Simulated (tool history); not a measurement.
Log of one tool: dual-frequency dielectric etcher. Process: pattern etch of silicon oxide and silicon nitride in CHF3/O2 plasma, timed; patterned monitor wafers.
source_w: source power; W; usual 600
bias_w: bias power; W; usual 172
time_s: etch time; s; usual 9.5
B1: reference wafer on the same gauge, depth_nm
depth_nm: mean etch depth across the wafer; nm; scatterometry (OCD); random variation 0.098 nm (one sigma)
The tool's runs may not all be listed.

Run 1, hour 0: usual settings but source_w 650 W; B1 17.54. Result: depth_nm 15.02 nm.
At hour 44.6: wet clean of the chamber.
Run 2, hour 95: usual settings but source_w 650 W; B1 17.46. Result: depth_nm 15.25 nm.
Run 3, hour 145.6: usual settings; B1 17.5. Result: depth_nm 14.57 nm.
Run 4, hour 184.6: usual settings; B1 17.48. Result: depth_nm 14.74 nm.
Run 5, hour 224: usual settings; B1 17.48. Result: depth_nm 14.5 nm.
Run 6, hour 307.7: usual settings; B1 17.5. Result: depth_nm 14.66 nm.
Run 7, hour 374.4: usual settings; B1 17.49. Result: depth_nm 14.6 nm.
Run 8, hour 442.9: usual settings; B1 17.49. Result: depth_nm 14.62 nm.
Run 9, hour 492.3: usual settings; B1 17.55. Result: depth_nm 14.58 nm.
At hour 560.2: wet clean of the chamber.
Run 10, hour 560.7: usual settings; B1 17.51. Result: depth_nm 14.64 nm.
Run 11, hour 664.3: usual settings but bias_w 195 W; B1 17.46. Result: depth_nm 15.04 nm.
At hour 765: upper electrode replaced.
Run 12, hour 765.5: usual settings but bias_w 195 W; B1 17.5. Result: depth_nm 15.12 nm.
Run 13, hour 845.9: usual settings but bias_w 140 W; B1 17.52. Result: depth_nm 13.77 nm.
Run 14, hour 911.8: usual settings; B1 17.49. Result: depth_nm 14.76 nm.
Run 15, hour 994: usual settings but bias_w 201 W, time_s 7 s; B1 17.5. Result: depth_nm 11.09 nm.
Run 16, hour 1034.7: usual settings but bias_w 201 W, time_s 7.5 s; B1 17.48. Result: depth_nm 12.03 nm.
At hour 1049.8: source power generator calibrated.
At hour 1068.5: wet clean of the chamber.
Run 17, hour 1091.6: usual settings but bias_w 195 W; B1 17.54. Result: depth_nm 15.16 nm.
Run 18, hour 1196.6: usual settings but bias_w 139 W, time_s 8.5 s; B1 17.51. Result: depth_nm 12.53 nm.
Run 19, hour 1235.9: usual settings; B1 17.48. Result: depth_nm 14.77 nm.
Run 20, hour 1298.5: usual settings but source_w 700 W, bias_w 148 W, time_s 8 s; B1 17.51. Result: depth_nm 12.67 nm.
Run 21, hour 1357.7: usual settings but source_w 540 W, bias_w 190 W, time_s 8 s; B1 17.48. Result: depth_nm 12.11 nm.
Run 22, hour 1397.2: usual settings but source_w 740 W, bias_w 198 W, time_s 12.5 s; B1 17.49. Result: depth_nm 21.52 nm.
At hour 1430.2: bias power generator calibrated.
At hour 1517.8: gauge calibrated.
At hour 1661.3: wet clean of the chamber.
Run 23, hour 1661.8: usual settings; B1 17.51. Result: depth_nm 14.59 nm.
Run 24, hour 1742.1: usual settings but source_w 480 W, bias_w 208 W, time_s 7.5 s; B1 17.48. Result: depth_nm 11.25 nm.
Run 25, hour 1781.2: usual settings; B1 17.48. Result: depth_nm 14.68 nm.
Run 26, hour 1887.6: usual settings; B1 17.49. Result: depth_nm 14.72 nm.
Run 27, hour 1995.1: usual settings but source_w 690 W, bias_w 133 W, time_s 12 s; B1 17.53. Result: depth_nm 18.15 nm.
Run 28, hour 2056.8: usual settings but source_w 650 W, time_s 11 s; B1 17.45. Result: depth_nm 17.32 nm.
Run 29, hour 2163.2: usual settings but source_w 710 W, bias_w 137 W, time_s 12.5 s; B1 17.52. Result: depth_nm 19.47 nm.
At hour 2217.7: wet clean of the chamber.
Run 30, hour 2236.6: usual settings but bias_w 212 W; B1 17.48. Result: depth_nm 15.42 nm.

Give the tool's hidden conditions for every run:
etch rate over this chamber's usual, %: 0 in every run
source power that arrives over what is set, %: 0 in every run
bias power that arrives over what is set, %: 0 in every run
gauge reads high (%): 0 in every run
